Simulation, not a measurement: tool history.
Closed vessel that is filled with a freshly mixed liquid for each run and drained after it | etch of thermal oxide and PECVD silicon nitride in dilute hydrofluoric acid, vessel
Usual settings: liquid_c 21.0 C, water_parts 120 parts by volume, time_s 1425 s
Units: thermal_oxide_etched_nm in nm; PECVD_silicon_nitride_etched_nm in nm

run,hour,liquid_c,water_parts,time_s,"read-back film thickness of the thermal oxide reference wafer, read on the same gauge (nm)","read-back film thickness of the PECVD silicon nitride reference wafer, read on the same gauge (nm)",thermal_oxide_etched_nm,PECVD_silicon_nitride_etched_nm
1,0.0,24.0,160,1425,39.79,89.48,38.42,30.65
2,59.0,24.0,160,1425,39.67,89.23,38.14,30.51
3,109.5,21.0,120,1425,39.61,89.04,47.13,32.49
4,209.9,21.0,120,1425,39.40,88.65,47.61,33.14
5,279.2,19.5,120,595,39.27,88.41,18.39,12.38
6,370.1,21.0,120,1425,39.20,88.10,46.54,32.23
7,442.5,24.5,120,1425,39.08,87.90,53.88,40.89
8,544.2,25.0,140,1670,39.00,87.65,53.42,42.08
9,619.6,18.0,180,1425,38.86,87.45,25.82,17.89
10,681.7,18.0,170,1425,38.85,87.32,27.68,18.71
11,723.7,25.0,155,1425,38.78,87.23,39.83,32.86
12,766.2,25.5,120,1920,38.77,87.15,75.10,58.54
13,807.1,22.5,70,2225,38.74,87.06,140.32,94.13
14,853.3,25.0,120,1425,38.62,87.00,54.29,41.88
# hour 909.2: hydrofluoric acid flow meter replaced
15,924.0,21.0,120,1425,38.57,86.87,46.19,31.82
16,1020.1,25.0,60,780,38.55,86.73,63.46,45.92
17,1064.3,21.0,145,1425,38.51,86.62,37.50,26.50
18,1110.5,22.5,120,1845,38.50,86.58,62.98,45.99
19,1194.7,21.0,120,1425,38.43,86.47,45.54,32.08
20,1299.0,25.0,140,1670,38.41,86.35,52.53,41.70
21,1391.5,21.0,85,2010,38.32,86.21,95.49,63.27
22,1448.9,23.0,120,1425,38.28,86.18,49.29,36.54
23,1553.6,18.5,120,2280,38.24,86.09,66.04,43.65
24,1651.6,19.5,165,2205,38.26,85.98,46.01,32.84
# hour 1759.0: thermometer replaced
25,1867.4,21.0,120,1425,38.16,85.85,45.54,31.71

Forecast each of these 4 alternatives for the next run:
A,1868.4,21.0,120,1425,?,?,?,?
B,1868.4,21.0,150,615,?,?,?,?
C,1868.4,17.5,120,1425,?,?,?,?
D,1868.4,21.0,120,775,?,?,?,?

run,"read-back film thickness of the thermal oxide reference wafer, read on the same gauge (nm)","read-back film thickness of the PECVD silicon nitride reference wafer, read on the same gauge (nm)",thermal_oxide_etched_nm,PECVD_silicon_nitride_etched_nm
A,38.18,85.83,45.57,31.85
B,38.18,85.83,15.23,11.05
C,38.18,85.83,39.50,25.10
D,38.18,85.83,24.78,17.32
Without the tool's hidden state the same runs would have given:
run,thermal_oxide_etched_nm,PECVD_silicon_nitride_etched_nm
A,47.78,33.39
B,15.97,11.58
C,41.42,26.32
D,25.98,18.16
